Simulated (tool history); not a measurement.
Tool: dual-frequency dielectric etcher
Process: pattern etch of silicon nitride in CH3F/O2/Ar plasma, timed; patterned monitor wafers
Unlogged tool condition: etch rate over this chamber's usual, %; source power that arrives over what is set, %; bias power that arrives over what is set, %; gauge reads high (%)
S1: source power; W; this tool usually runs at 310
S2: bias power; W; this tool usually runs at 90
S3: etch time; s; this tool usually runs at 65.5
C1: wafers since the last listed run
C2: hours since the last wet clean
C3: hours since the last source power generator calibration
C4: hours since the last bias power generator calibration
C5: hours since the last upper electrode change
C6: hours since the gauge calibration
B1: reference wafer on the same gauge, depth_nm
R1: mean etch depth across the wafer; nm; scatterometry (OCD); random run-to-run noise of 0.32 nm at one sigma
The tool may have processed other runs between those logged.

run   hour   S1   S2    S3   C1     C2      C3      C4      C5     C6     B1     R1
  1    0.0  310   90  65.5    0  167.0  1721.6  2150.7  3164.0  761.6  55.60  46.44
  2   28.1  280   90  65.5  208  195.1  1749.7  2178.8  3192.1  789.7  55.67  44.56
  3   48.4  280   90  65.5  150  215.4  1770.0  2199.1  3212.4  810.0  55.61  45.00
  4   64.4  250   90  65.5  118  231.4  1786.0  2215.1  3228.4  826.0  55.61  43.67
  5   90.5  250   90  65.5  193  257.5  1812.1  2241.2  3254.5  852.1  55.50  44.13
      93.9  -- gauge calibrated
  6  114.1  250   90  65.5  174  281.1  1835.7  2264.8  3278.1   20.2  57.05  44.97
  7  140.0  310   90  65.5  192  307.0  1861.6  2290.7  3304.0   46.1  56.92  47.63
  8  168.0  310   90  65.5  207  335.0  1889.6  2318.7  3332.0   74.1  56.75  48.06
     190.9  -- source power generator calibrated
  9  196.8  310   90  65.5  183  363.8     5.9  2347.5  3360.8  102.9  56.59  47.56
 10  220.6  370   75  50.0  176  387.6    29.7  2371.3  3384.6  126.7  56.42  36.86
 11  251.0  380   90  83.5  225  418.0    60.1  2401.7  3415.0  157.1  56.43  64.69
 12  283.9  310   97  59.5  243  450.9    93.0  2434.6  3447.9  190.0  56.22  43.52
 13  310.7  280   74  71.5  198  477.7   119.8  2461.4  3474.7  216.8  56.05  47.96
     343.2  -- wet clean of the chamber
 14  343.7  370  105  59.0   66    0.5   152.8  2494.4  3507.7  249.8  55.96  46.29
     383.0  -- upper electrode replaced
 15  383.5  310  101  72.0  117   40.3   192.6  2534.2     0.5  289.6  55.99  52.34
 16  393.9  310   80  78.5   77   50.7   203.0  2544.6    10.9  300.0  55.76  55.14
 17  407.6  310   90  83.0  101   64.4   216.7  2558.3    24.6  313.7  55.83  59.18
 18  432.4  250   90  74.0  183   89.2   241.5  2583.1    49.4  338.5  55.74  49.33
 19  463.2  310  105  65.5  228  120.0   272.3  2613.9    80.2  369.3  55.69  48.64
 20  499.0  310   90  65.5  265  155.8   308.1  2649.7   116.0  405.1  55.56  46.82
 21  526.9  310   90  65.5  206  183.7   336.0  2677.6   143.9  433.0  55.49  46.95
 22  548.2  380   79  65.5  157  205.0   357.3  2698.9   165.2  454.3  55.54  48.79
     562.0  -- bias power generator calibrated
 23  575.6  310   90  65.5  173  232.4   384.7    13.6   192.6  481.7  55.47  46.94
 24  590.2  310   90  65.5  108  247.0   399.3    28.2   207.2  496.3  55.47  46.32
 25  615.1  380   79  65.5  184  271.9   424.2    53.1   232.1  521.2  55.49  48.29
 26  642.3  310   90  65.5  201  299.1   451.4    80.3   259.3  548.4  55.36  46.53
 27  675.4  340   83  65.5  245  332.2   484.5   113.4   292.4  581.5  55.33  47.14
 28  709.8  270   90  48.0  255  366.6   518.9   147.8   326.8  615.9  55.30  32.30
 29  745.3  310   90  60.0  263  402.1   554.4   183.3   362.3  651.4  55.31  42.47
 30  777.5  310   90  65.5  238  434.3   586.6   215.5   394.5  683.6  55.26  47.02
 31  801.3  270   71  76.0  176  458.1   610.4   239.3   418.3  707.4  55.33  49.33

Take each entry between the runs: how does the hidden state at the last listed run before it differ from the hidden state at the first listed run after it?
Between runs 5 and 6: gauge calibrated (hour 93.9)
  gauge reads high (%): -3.33 -> -0.724
  measured result minus the result with no hidden state, R1: -1.52 -> -0.33 nm
Between runs 8 and 9: source power generator calibrated (hour 190.9)
  gauge reads high (%): -1.31 -> -1.58
  measured result minus the result with no hidden state, R1: -0.63 -> -0.76 nm
Between runs 13 and 14: wet clean of the chamber (hour 343.2)
  gauge reads high (%): -2.43 -> -2.62
  measured result minus the result with no hidden state, R1: -1.20 -> -1.25 nm
Between runs 14 and 15: upper electrode replaced (hour 383.0)
  gauge reads high (%): -2.62 -> -2.83
  measured result minus the result with no hidden state, R1: -1.25 -> -1.53 nm
Between runs 22 and 23: bias power generator calibrated (hour 562.0)
  gauge reads high (%): -3.44 -> -3.52
  measured result minus the result with no hidden state, R1: -1.74 -> -1.71 nm
